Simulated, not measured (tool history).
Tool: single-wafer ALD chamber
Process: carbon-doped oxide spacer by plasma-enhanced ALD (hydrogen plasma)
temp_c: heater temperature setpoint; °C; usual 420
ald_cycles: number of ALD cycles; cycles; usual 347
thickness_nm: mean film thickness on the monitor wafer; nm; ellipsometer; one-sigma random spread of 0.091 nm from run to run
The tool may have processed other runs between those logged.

run	hour	temp_c	ald_cycles	read-back reference wafer on the same gauge, thickness_nm	thickness_nm
1	0.0	420	347	20.399	17.545
2	29.7	420	347	20.373	17.597
3	48.0	420	347	20.417	17.620
4	65.9	420	295	20.383	14.779
# hour 85.3: gauge calibrated
5	97.7	420	295	20.175	14.519
6	110.0	420	295	20.244	14.662
7	133.5	420	347	20.229	17.317
8	153.8	420	347	20.286	17.318
9	176.3	420	347	20.304	17.492
10	196.7	431	347	20.355	16.866
11	227.8	420	322	20.341	16.215
12	242.9	420	322	20.386	16.338
13	277.8	420	321	20.431	16.237
14	291.8	420	321	20.435	16.148
15	309.4	430	347	20.460	16.804
16	326.6	430	347	20.450	16.864
17	345.7	428	347	20.428	17.171
18	361.5	428	347	20.403	17.064

What will run 19 give?
19	374.6	420	395	?	?

read-back reference wafer on the same gauge, thickness_nm: 20.467
thickness_nm: 19.935 nm
If the tool had no hidden condition, the same run with the same run-to-run variation would have returned thickness_nm 19.587 nm.
